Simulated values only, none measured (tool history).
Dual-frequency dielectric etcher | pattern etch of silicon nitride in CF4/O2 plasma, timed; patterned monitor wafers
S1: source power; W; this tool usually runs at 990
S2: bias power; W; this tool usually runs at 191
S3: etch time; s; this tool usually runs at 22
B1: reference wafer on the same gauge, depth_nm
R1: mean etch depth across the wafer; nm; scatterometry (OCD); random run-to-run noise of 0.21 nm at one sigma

run,hour,S1,S2,S3,B1,R1
1,0,990,156,22,78.1,74.6
2,100.1,990,156,22,78.1,74.8
3,190.3,990,191,22,78.1,81
4,271.1,990,191,22,78.1,81.3
5,398.7,990,191,22,78.2,81
# hour 418.6: bias power generator calibrated
# hour 466.8: wet clean of the chamber
# hour 481.3: source power generator calibrated
6,495.2,990,191,22,78.1,77.1
7,565.5,990,191,17.5,78.1,61.7
8,602.7,990,191,17.5,78.1,61.7
9,665.6,990,191,22,78.1,77.5

Predict the results of run 10:
# hour 694.2: gauge calibrated
10,710.3,900,174,17,?,?

B1: 78.1
R1: 52.1 nm
Had the tool carried no hidden state, the very same run would have given R1 51.9 nm.

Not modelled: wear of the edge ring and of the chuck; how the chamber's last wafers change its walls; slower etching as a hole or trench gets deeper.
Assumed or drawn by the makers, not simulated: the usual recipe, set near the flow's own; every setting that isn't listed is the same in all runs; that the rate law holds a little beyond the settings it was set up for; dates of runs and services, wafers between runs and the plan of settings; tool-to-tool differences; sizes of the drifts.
